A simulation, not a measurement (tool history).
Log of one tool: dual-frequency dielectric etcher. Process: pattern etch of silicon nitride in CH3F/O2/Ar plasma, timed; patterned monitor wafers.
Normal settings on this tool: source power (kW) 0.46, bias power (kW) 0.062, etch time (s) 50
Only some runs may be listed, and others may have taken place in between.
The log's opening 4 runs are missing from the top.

run	hour	source power (kW)	bias power (kW)	etch time (s)	read-back reference wafer on the same gauge, depth_nm	mean etch depth across the wafer (Å)
5	218.5	0.42	0.062	50	34.71	297.4
6	275.7	0.42	0.062	50	34.62	295.4
# hour 341.3: wet clean of the chamber
7	341.8	0.46	0.062	64	34.62	396.6
# hour 366.7: upper electrode replaced
8	367.2	0.52	0.077	42.5	34.6	303.6
9	389	0.46	0.049	39	34.57	219.6
10	456.3	0.46	0.078	50	34.58	340.8
11	565.7	0.34	0.062	43	34.51	226.9
12	714	0.36	0.062	50	34.48	272.4
13	748.7	0.46	0.062	50	34.49	307.3
14	811.4	0.55	0.076	50	34.47	362.7
# hour 868.6: wet clean of the chamber
15	869.1	0.46	0.068	61.5	34.46	393.6

Predict the results of run 16:
16	894	0.46	0.062	50	?	?

read-back reference wafer on the same gauge, depth_nm: 34.45
mean etch depth across the wafer (Å): 307.1
Without the tool's hidden state the same run would have given mean etch depth across the wafer (Å) 320.1.
